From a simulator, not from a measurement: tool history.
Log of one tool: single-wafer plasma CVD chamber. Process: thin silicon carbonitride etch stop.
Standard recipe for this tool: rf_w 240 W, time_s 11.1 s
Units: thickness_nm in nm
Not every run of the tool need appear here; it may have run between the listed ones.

run	day	rf_w	time_s	read-back reference wafer on the same gauge, thickness_nm	thickness_nm
1	0	240	11.1	7.789	7.162
2	2.271	240	11.1	7.798	7.198
3	3.4	240	11.1	7.791	7.168
4	6.292	240	11.1	7.793	7.188
5	8.821	240	11.1	7.783	7.192
6	11.621	240	11.1	7.787	7.167
7	13.779	240	11.1	7.785	7.191
8	16.667	240	11.1	7.784	7.155
9	18.075	240	11.1	7.793	7.133
10	20.6	240	11.1	7.786	7.136
# day 21.221: gauge calibrated
11	22.812	240	10	7.783	6.431
12	25.75	205	11.1	7.787	6.847
13	28.746	240	11.1	7.794	7.132
# day 30.004: showerhead replaced
14	30.025	240	11.1	7.789	7.147
15	32.171	240	12.5	7.796	8.021
16	34.208	240	11.1	7.796	7.131
17	37.104	225	11.7	7.788	7.375
# day 37.912: RF generator calibrated
# day 37.942: thermocouple changed; heater temperature recalibrated
18	38.396	270	10	7.79	6.723
19	39.4	260	9.1	7.787	6.055
20	41.879	280	12.2	7.798	8.294
21	43.446	240	10.2	7.793	6.63
# day 46.242: gauge calibrated
22	46.288	240	11.1	7.791	7.212
23	47.721	200	11.8	7.794	7.28
24	49.246	195	12.7	7.794	7.796
25	50.721	215	12.3	7.787	7.775
26	53.496	200	9	7.79	5.551

Here are 4 independent what-if runs from the current tool condition. What would each one return?
A	53.512	280	11.1	?	?
B	53.512	200	13.1	?	?
C	53.512	240	12.7	?	?
D	53.512	230	11.1	?	?

run	read-back reference wafer on the same gauge, thickness_nm	thickness_nm
A	7.789	7.548
B	7.789	8.113
C	7.789	8.272
D	7.789	7.145
Stripped of hidden state, with their random variation kept, the same runs would have yielded:
run	thickness_nm
A	7.556
B	8.121
C	8.28
D	7.152
